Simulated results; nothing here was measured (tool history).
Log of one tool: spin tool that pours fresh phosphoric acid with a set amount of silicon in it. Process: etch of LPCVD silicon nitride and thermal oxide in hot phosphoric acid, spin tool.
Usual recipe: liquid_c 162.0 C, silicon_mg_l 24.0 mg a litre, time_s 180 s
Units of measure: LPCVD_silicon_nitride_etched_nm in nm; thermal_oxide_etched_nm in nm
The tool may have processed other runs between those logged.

run     day  liquid_c  silicon_mg_l  time_s  wafers since the last listed run  hours since the thermometer was replaced  hours since the dissolved silicon flow meter was replaced  hours since the heated supply line was repaired  hours since the gauge calibration  read-back film thickness of the LPCVD silicon nitride reference wafer, read on the same gauge (nm)  read-back film thickness of the thermal oxide reference wafer, read on the same gauge (nm)  LPCVD_silicon_nitride_etched_nm  thermal_oxide_etched_nm
  1   0.000     162.0          24.0     180                                 0                                     852.1                                                      207.0                                            517.5                              328.2                                                                                              130.00                                                                                      90.012                            13.84                    0.276
      1.329  -- heated supply line repaired
  2   9.979     162.0          24.0     180                              1909                                    1091.6                                                      446.5                                            207.6                              567.7                                                                                              130.02                                                                                      90.000                            13.73                    0.311
  3  12.667     160.5          24.0     180                               516                                    1156.1                                                      511.0                                            272.1                              632.2                                                                                              130.00                                                                                      90.000                            13.15                    0.324
     13.542  -- dissolved silicon flow meter replaced
  4  15.650     162.0          24.0     180                               565                                    1227.7                                                       50.6                                            343.7                              703.8                                                                                              129.98                                                                                      89.955                            13.71                    0.273
  5  19.704     163.5          24.0     180                               778                                    1325.0                                                      147.9                                            441.0                              801.1                                                                                              130.00                                                                                      90.009                            14.36                    0.361
  6  21.350     162.0          24.0     150                               316                                    1364.5                                                      187.4                                            480.5                              840.6                                                                                              129.99                                                                                      90.022                            11.32                    0.292
  7  24.375     162.0          24.0     150                               581                                    1437.1                                                      260.0                                            553.1                              913.2                                                                                              130.01                                                                                      89.987                            11.30                    0.243
  8  26.058     162.0          24.0     180                               323                                    1477.5                                                      300.4                                            593.5                              953.6                                                                                              129.99                                                                                      89.987                            13.57                    0.268
     27.638  -- heated supply line repaired
  9  28.846     162.0          39.5     255                               527                                    1544.4                                                      367.3                                             29.0                             1020.5                                                                                              130.02                                                                                      90.018                            19.18                    0.218
 10  30.642     165.0           5.5     145                               344                                    1587.5                                                      410.4                                             72.1                             1063.6                                                                                              130.02                                                                                      89.967                            11.95                    0.477
 11  32.804     164.0          24.0     180                               415                                    1639.4                                                      462.3                                            124.0                             1115.5                                                                                              130.01                                                                                      89.971                            14.40                    0.333
 12  35.150     160.0          24.0     150                               450                                    1695.7                                                      518.6                                            180.3                             1171.8                                                                                              130.00                                                                                      89.995                            10.48                    0.243
 13  38.475     163.5          35.5     110                               638                                    1775.5                                                      598.4                                            260.1                             1251.6                                                                                              130.00                                                                                      90.045                             8.59                    0.133
     39.483  -- dissolved silicon flow meter replaced
 14  42.267     163.0          12.0     225                               720                                    1866.5                                                       66.8                                            351.1                             1342.6                                                                                              130.01                                                                                      89.964                            17.26                    0.588
 15  46.717     162.0          24.0     110                               854                                    1973.3                                                      173.6                                            457.9                             1449.4                                                                                              130.00                                                                                      89.953                             8.10                    0.187
     50.908  -- thermometer replaced
 16  51.088     159.0          24.0     140                               831                                       4.3                                                      278.5                                            562.8                             1554.3                                                                                              129.98                                                                                      89.985                            10.12                    0.235
     52.704  -- gauge calibrated
 17  54.033     162.0          24.0     180                               565                                      75.0                                                      349.2                                            633.5                               31.9                                                                                              130.02                                                                                      89.971                            14.31                    0.386
     55.892  -- heated supply line repaired
 18  57.167     162.0          24.0     150                               593                                     150.2                                                      424.4                                             30.6                              107.1                                                                                              130.00                                                                                      89.996                            11.87                    0.213
 19  59.346     159.0          13.5     105                               418                                     202.5                                                      476.7                                             82.9                              159.4                                                                                              130.01                                                                                      89.995                             7.54                    0.195
 20  62.638     162.0          24.0     180                               632                                     281.5                                                      555.7                                            161.9                              238.4                                                                                              130.00                                                                                      90.017                            14.28                    0.320
 21  66.646     163.5           8.0      75                               770                                     377.7                                                      651.9                                            258.1                              334.6                                                                                              130.01                                                                                      89.997                             6.26                    0.242
     68.433  -- dissolved silicon flow meter replaced
 22  76.779     159.0          43.0     180                              1938                                     620.9                                                      200.3                                            501.3                              577.8                                                                                              130.02                                                                                      89.992                            12.74                    0.095

Here are 4 independent what-if runs from the current tool condition. What would each one return?
  A  76.800     162.0          10.0     180                                 4                                     621.4                                                      200.8                                            501.8                              578.3                                                                                                   ?                                                                                           ?                                ?                        ?
  B  76.800     162.0          12.5     265                                 4                                     621.4                                                      200.8                                            501.8                              578.3                                                                                                   ?                                                                                           ?                                ?                        ?
  C  76.800     161.0          24.0     180                                 4                                     621.4                                                      200.8                                            501.8                              578.3                                                                                                   ?                                                                                           ?                                ?                        ?
  D  76.800     164.5          24.0     180                                 4                                     621.4                                                      200.8                                            501.8                              578.3                                                                                                   ?                                                                                           ?                                ?                        ?

run  read-back film thickness of the LPCVD silicon nitride reference wafer, read on the same gauge (nm)  read-back film thickness of the thermal oxide reference wafer, read on the same gauge (nm)  LPCVD_silicon_nitride_etched_nm  thermal_oxide_etched_nm
  A                                                                                              129.98                                                                                      89.960                            14.09                    0.463
  B                                                                                              129.98                                                                                      89.960                            20.75                    0.643
  C                                                                                              129.98                                                                                      89.960                            13.63                    0.296
  D                                                                                              129.98                                                                                      89.960                            15.31                    0.383
What these runs would have given with no unlogged condition in the tool:
run  LPCVD_silicon_nitride_etched_nm  thermal_oxide_etched_nm
  A                            14.39                    0.484
  B                            21.19                    0.674
  C                            13.92                    0.310
  D                            15.64                    0.401
